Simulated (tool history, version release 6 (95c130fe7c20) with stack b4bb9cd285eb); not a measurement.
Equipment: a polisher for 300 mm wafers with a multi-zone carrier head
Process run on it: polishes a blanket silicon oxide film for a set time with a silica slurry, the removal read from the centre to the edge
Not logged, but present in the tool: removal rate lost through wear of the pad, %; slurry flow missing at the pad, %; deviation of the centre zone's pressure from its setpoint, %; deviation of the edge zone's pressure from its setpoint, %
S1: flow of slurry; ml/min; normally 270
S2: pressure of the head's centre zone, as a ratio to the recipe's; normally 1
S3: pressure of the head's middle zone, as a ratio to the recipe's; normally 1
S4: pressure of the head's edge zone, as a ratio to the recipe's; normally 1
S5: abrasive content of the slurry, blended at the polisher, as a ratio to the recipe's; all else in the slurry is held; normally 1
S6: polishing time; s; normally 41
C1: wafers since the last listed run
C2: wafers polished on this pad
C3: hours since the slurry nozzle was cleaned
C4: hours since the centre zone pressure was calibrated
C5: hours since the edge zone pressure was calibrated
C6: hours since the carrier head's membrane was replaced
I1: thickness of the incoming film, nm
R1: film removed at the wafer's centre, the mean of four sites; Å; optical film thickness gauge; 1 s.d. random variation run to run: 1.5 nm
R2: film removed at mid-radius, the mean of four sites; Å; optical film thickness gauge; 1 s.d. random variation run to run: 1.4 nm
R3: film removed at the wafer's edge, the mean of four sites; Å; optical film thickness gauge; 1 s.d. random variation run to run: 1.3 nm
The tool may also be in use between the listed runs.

Run 1, hour 0: usual settings but S6 35 s; C1 0; C2 1121; C3 412.9; C4 230; C5 986.1; C6 546.7; I1 834. Result: R1 991 Å, R2 989 Å, R3 967 Å.
Run 2, hour 72.5: usual settings but S6 35 s; C1 1029; C2 2150; C3 485.4; C4 302.5; C5 1058.6; C6 619.2; I1 829.7. Result: R1 997 Å, R2 964 Å, R3 968 Å.
At hour 95.1: carrier head's membrane replaced by a new one.
Run 3, hour 173.5: usual settings but S6 37 s; C1 1362; C2 3512; C3 586.4; C4 403.5; C5 1159.6; C6 78.4; I1 835.2. Result: R1 1031 Å, R2 1025 Å, R3 979 Å.
Run 4, hour 279: usual settings; C1 1497; C2 5010; C3 691.9; C4 509; C5 1265.1; C6 183.9; I1 829. Result: R1 1105 Å, R2 1118 Å, R3 1087 Å.
At hour 283.6: worn pad replaced by a new one.
Run 5, hour 373.6: usual settings but S4 1.07, S6 35 s; C1 1285; C2 1278; C3 786.5; C4 603.6; C5 1359.7; C6 278.5; I1 833.5. Result: R1 994 Å, R2 985 Å, R3 1017 Å.
At hour 447.7: slurry nozzle cleaned.
Run 6, hour 469.7: usual settings but S4 1.07, S6 35 s; C1 1349; C2 2627; C3 22; C4 699.7; C5 1455.8; C6 374.6; I1 833.7. Result: R1 994 Å, R2 966 Å, R3 1000 Å.
Run 7, hour 507: usual settings but S4 1.07, S6 35 s; C1 529; C2 3157; C3 59.3; C4 737; C5 1493.1; C6 411.9; I1 824.9. Result: R1 998 Å, R2 965 Å, R3 977 Å.
At hour 557.9: centre zone pressure recalibrated.
Run 8, hour 601.5: usual settings; C1 1312; C2 4470; C3 153.8; C4 43.6; C5 1587.6; C6 506.4; I1 839.3. Result: R1 1161 Å, R2 1105 Å, R3 1110 Å.
At hour 608.8: edge zone pressure recalibrated.
Run 9, hour 651: usual settings but S1 300 ml/min, S6 46 s; C1 674; C2 5144; C3 203.3; C4 93.1; C5 42.2; C6 555.9; I1 828.4. Result: R1 1275 Å, R2 1286 Å, R3 1250 Å.
At hour 688.8: carrier head's membrane replaced by a new one.
At hour 699.4: worn pad replaced by a new one.
Run 10, hour 710.1: usual settings but S2 1.1, S6 45 s; C1 711; C2 152; C3 262.4; C4 152.2; C5 101.3; C6 21.3; I1 817.9. Result: R1 1415 Å, R2 1329 Å, R3 1285 Å.
Run 11, hour 784.4: usual settings but S3 0.96, S6 29 s; C1 1054; C2 1206; C3 336.7; C4 226.5; C5 175.6; C6 95.6; I1 842.9. Result: R1 836 Å, R2 783 Å, R3 808 Å.
Run 12, hour 860.4: usual settings; C1 1078; C2 2285; C3 412.7; C4 302.5; C5 251.6; C6 171.6; I1 831.2. Result: R1 1155 Å, R2 1143 Å, R3 1105 Å.
Run 13, hour 953.3: usual settings but S3 0.96, S4 0.94, S5 0.85, S6 32 s; C1 1318; C2 3603; C3 505.6; C4 395.4; C5 344.5; C6 264.5; I1 844.2. Result: R1 823 Å, R2 793 Å, R3 760 Å.
Run 14, hour 1023.8: usual settings but S2 0.94, S3 1.08, S5 1.15, S6 46 s; C1 1000; C2 4604; C3 576.1; C4 465.9; C5 415; C6 335; I1 835.3. Result: R1 1288 Å, R2 1430 Å, R3 1314 Å.
At hour 1059.4: worn pad replaced by a new one.
Run 15, hour 1117: usual settings but S1 330 ml/min, S4 1.05; C1 1266; C2 817; C3 669.3; C4 559.1; C5 508.2; C6 428.2; I1 817.8. Result: R1 1170 Å, R2 1177 Å, R3 1203 Å.
At hour 1168: slurry nozzle cleaned.
Run 16, hour 1224.6: usual settings but S3 1.09, S5 0.85; C1 1513; C2 2330; C3 56.6; C4 666.7; C5 615.8; C6 535.8; I1 818. Result: R1 1064 Å, R2 1112 Å, R3 1038 Å.
Run 17, hour 1323.1: usual settings but S6 35 s; C1 1398; C2 3728; C3 155.1; C4 765.2; C5 714.3; C6 634.3; I1 843.5. Result: R1 965 Å, R2 969 Å, R3 920 Å.
At hour 1334.3: carrier head's membrane replaced by a new one.
Run 18, hour 1391.1: usual settings; C1 894; C2 4623; C3 223.1; C4 833.2; C5 782.3; C6 56.8; I1 832.1. Result: R1 1134 Å, R2 1115 Å, R3 1096 Å.
Run 19, hour 1437.9: usual settings; C1 664; C2 5287; C3 269.9; C4 880; C5 829.1; C6 103.6; I1 825.8. Result: R1 1130 Å, R2 1099 Å, R3 1079 Å.
At hour 1441.4: centre zone pressure recalibrated.
Run 20, hour 1481.3: usual settings but S3 0.95; C1 587; C2 5875; C3 313.3; C4 39.9; C5 872.5; C6 147; I1 837.1. Result: R1 1131 Å, R2 1094 Å, R3 1120 Å.
At hour 1514.4: worn pad replaced by a new one.
Run 21, hour 1783.6: usual settings; C1 4233; C2 3821; C3 615.6; C4 342.2; C5 1174.8; C6 449.3; I1 832.7. Result: R1 1106 Å, R2 1118 Å, R3 1107 Å.

How would selected steps in R1 from run to run divide? Give the signed amount a tool lacking its hidden state would still show from settings, what came in and random variation, and the signed amount left for the hidden state, including any gauge scatter that is not in both of the compared results.
Run 9 -> 10: S1 300 -> 270, S2 1 -> 1.1, S6 46 -> 45, carrier head's membrane replaced by a new one, worn pad replaced by a new one. R1 +140 Å: hidden state +65, all else +75.
Run 10 -> 11: S2 1.1 -> 1, S3 1 -> 0.96, S6 45 -> 29. R1 -579 Å: hidden state -16, all else -563.
Run 13 -> 14: S2 1 -> 0.94, S3 0.96 -> 1.08, S4 0.94 -> 1, S5 0.85 -> 1.15, S6 32 -> 46. R1 +465 Å: hidden state -30, all else +495.
Run 14 -> 15: S1 270 -> 330, S2 0.94 -> 1, S3 1.08 -> 1, S4 1 -> 1.05, S5 1.15 -> 1, S6 46 -> 41, worn pad replaced by a new one. R1 -118 Å: hidden state +49, all else -167.
